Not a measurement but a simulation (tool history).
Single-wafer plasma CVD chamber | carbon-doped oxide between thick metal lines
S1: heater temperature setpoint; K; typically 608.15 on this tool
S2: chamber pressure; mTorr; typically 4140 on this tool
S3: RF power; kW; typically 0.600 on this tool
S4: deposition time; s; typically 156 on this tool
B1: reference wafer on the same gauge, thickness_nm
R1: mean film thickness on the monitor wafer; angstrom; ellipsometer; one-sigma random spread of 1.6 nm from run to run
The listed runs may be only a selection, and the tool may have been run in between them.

run 1 hour=0.0 | S1=615.15 S2=4140 S3=0.600 S4=131 | B1=687.945 | R1=6954.00
run 2 hour=12.6 | S1=608.15 S2=3480 S3=0.600 S4=180 | B1=687.875 | R1=9593.67
run 3 hour=28.2 | S1=608.15 S2=3480 S3=0.600 S4=180 | B1=688.009 | R1=9599.02
run 4 hour=52.4 | S1=604.15 S2=4140 S3=0.600 S4=156 | B1=687.843 | R1=8612.56
run 5 hour=85.5 | S1=604.15 S2=4140 S3=0.600 S4=156 | B1=688.010 | R1=8582.75
run 6 hour=111.4 | S1=608.15 S2=4140 S3=0.600 S4=156 | B1=688.450 | R1=8469.08
run 7 hour=140.7 | S1=608.15 S2=4140 S3=0.600 S4=156 | B1=688.029 | R1=8447.48
-- hour=163.4 RF generator calibrated
run 8 hour=169.0 | S1=608.15 S2=4140 S3=0.600 S4=156 | B1=688.271 | R1=8677.02
run 9 hour=196.2 | S1=608.15 S2=4140 S3=0.700 S4=183 | B1=687.825 | R1=11458.47
run 10 hour=210.8 | S1=608.15 S2=3580 S3=0.600 S4=156 | B1=688.071 | R1=8568.56
-- hour=220.2 gauge calibrated
run 11 hour=225.7 | S1=601.15 S2=4140 S3=0.600 S4=156 | B1=687.944 | R1=8929.89
-- hour=261.3 capacitance manometer re-zeroed and calibrated
run 12 hour=261.8 | S1=604.15 S2=4660 S3=0.510 S4=143 | B1=687.954 | R1=7181.95
run 13 hour=297.5 | S1=613.15 S2=4140 S3=0.690 S4=156 | B1=687.699 | R1=9509.42
-- hour=320.7 showerhead replaced
run 14 hour=324.5 | S1=608.15 S2=4140 S3=0.600 S4=156 | B1=687.957 | R1=8677.02
run 15 hour=357.9 | S1=600.15 S2=4140 S3=0.600 S4=156 | B1=687.962 | R1=9001.89
-- hour=414.1 thermocouple changed; heater temperature recalibrated
run 16 hour=441.5 | S1=608.15 S2=3390 S3=0.600 S4=144 | B1=687.793 | R1=7709.35
run 17 hour=475.5 | S1=613.15 S2=3320 S3=0.560 S4=183 | B1=688.143 | R1=9080.87
run 18 hour=560.4 | S1=618.15 S2=4140 S3=0.600 S4=147 | B1=687.994 | R1=7772.47
run 19 hour=575.9 | S1=608.15 S2=4140 S3=0.600 S4=156 | B1=687.947 | R1=8511.44
run 20 hour=602.9 | S1=608.15 S2=4140 S3=0.600 S4=156 | B1=688.307 | R1=8513.49
run 21 hour=617.0 | S1=597.15 S2=5080 S3=0.550 S4=186 | B1=687.834 | R1=10104.84
run 22 hour=630.0 | S1=608.15 S2=4140 S3=0.600 S4=156 | B1=688.187 | R1=8513.41
run 23 hour=647.1 | S1=622.15 S2=4710 S3=0.555 S4=140 | B1=688.095 | R1=6971.91
run 24 hour=672.4 | S1=608.15 S2=4140 S3=0.600 S4=130 | B1=687.897 | R1=7119.29
run 25 hour=708.1 | S1=608.15 S2=4140 S3=0.600 S4=156 | B1=687.554 | R1=8486.90
run 26 hour=736.8 | S1=608.15 S2=4140 S3=0.600 S4=156 | B1=687.987 | R1=8536.18
run 27 hour=749.3 | S1=613.15 S2=3450 S3=0.700 S4=156 | B1=687.781 | R1=9287.00
run 28 hour=771.0 | S1=598.15 S2=4450 S3=0.485 S4=169 | B1=687.844 | R1=8049.66

Each row is a separate what-if for the run after 28, all from the same tool condition, not one after another. Results?
run A hour=771.4 | S1=616.15 S2=4140 S3=0.600 S4=156 | B1=? | R1=?
run B hour=771.4 | S1=608.15 S2=4580 S3=0.690 S4=126 | B1=? | R1=?
run C hour=771.4 | S1=598.15 S2=3230 S3=0.535 S4=136 | B1=? | R1=?
run D hour=771.4 | S1=621.15 S2=4530 S3=0.505 S4=137 | B1=? | R1=?

run=A B1=688.013 R1=8313.03
run=B B1=688.013 R1=7773.61
run=C B1=688.013 R1=6843.77
run=D B1=688.013 R1=6284.37
Had the tool no hidden state, the same runs would have come out as:
run=A R1=8330.12
run=B R1=7787.48
run=C R1=6856.10
run=D R1=6298.72
